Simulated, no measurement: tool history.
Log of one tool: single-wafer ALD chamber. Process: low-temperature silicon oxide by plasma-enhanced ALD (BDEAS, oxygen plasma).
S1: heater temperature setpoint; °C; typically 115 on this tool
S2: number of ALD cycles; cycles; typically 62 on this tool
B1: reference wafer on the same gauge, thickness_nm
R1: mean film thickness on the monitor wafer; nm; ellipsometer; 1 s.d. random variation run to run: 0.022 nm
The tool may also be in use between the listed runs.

Run 1, hour 0.0: usual settings but S1 126 °C; B1 8.090. Result: R1 8.660 nm.
Run 2, hour 65.4: usual settings but S1 126 °C; B1 8.097. Result: R1 8.709 nm.
Run 3, hour 110.0: usual settings but S1 126 °C; B1 8.100. Result: R1 8.678 nm.
Run 4, hour 184.6: usual settings; B1 8.098. Result: R1 8.851 nm.
Run 5, hour 248.6: usual settings; B1 8.102. Result: R1 8.839 nm.
Run 6, hour 313.5: usual settings but S2 68 cycles; B1 8.098. Result: R1 9.707 nm.
Run 7, hour 421.1: usual settings but S2 68 cycles; B1 8.097. Result: R1 9.681 nm.
Run 8, hour 605.5: usual settings but S2 68 cycles; B1 8.103. Result: R1 9.669 nm.
Run 9, hour 686.5: usual settings but S1 120 °C; B1 8.091. Result: R1 8.760 nm.
Run 10, hour 801.6: usual settings but S1 120 °C; B1 8.098. Result: R1 8.739 nm.
Run 11, hour 903.4: usual settings but S1 120 °C; B1 8.100. Result: R1 8.755 nm.
Run 12, hour 1011.2: usual settings; B1 8.107. Result: R1 8.834 nm.
Run 13, hour 1114.5: usual settings; B1 8.108. Result: R1 8.803 nm.
Run 14, hour 1160.6: usual settings; B1 8.102. Result: R1 8.780 nm.
Run 15, hour 1246.7: usual settings but S2 56 cycles; B1 8.101. Result: R1 7.966 nm.
Run 16, hour 1325.3: usual settings; B1 8.109. Result: R1 8.803 nm.
Run 17, hour 1372.0: usual settings; B1 8.099. Result: R1 8.781 nm.
Run 18, hour 1424.9: usual settings; B1 8.098. Result: R1 8.803 nm.
Run 19, hour 1484.4: usual settings; B1 8.101. Result: R1 8.805 nm.
Run 20, hour 1592.0: usual settings but S1 104 °C, S2 59 cycles; B1 8.102. Result: R1 8.523 nm.
Run 21, hour 1657.5: usual settings; B1 8.099. Result: R1 8.761 nm.
Run 22, hour 1751.3: usual settings but S1 108 °C; B1 8.111. Result: R1 8.880 nm.
At hour 1765.9: gauge calibrated.
At hour 1845.9: thermocouple changed; heater temperature recalibrated.
Run 23, hour 2046.3: usual settings but S1 106 °C, S2 58 cycles; B1 8.099. Result: R1 8.375 nm.
Run 24, hour 2113.5: usual settings but S1 128 °C, S2 58 cycles; B1 8.102. Result: R1 8.063 nm.
Run 25, hour 2160.3: usual settings; B1 8.094. Result: R1 8.811 nm.

What will run 26 give?
Run 26, hour 2238.4: usual settings but S1 111 °C, S2 68 cycles; B1 ?. Result: R1 ?.

Run 26 gave B1 8.100, R1 9.717 nm.
Without the tool's hidden state the same run would have given R1 9.756 nm.
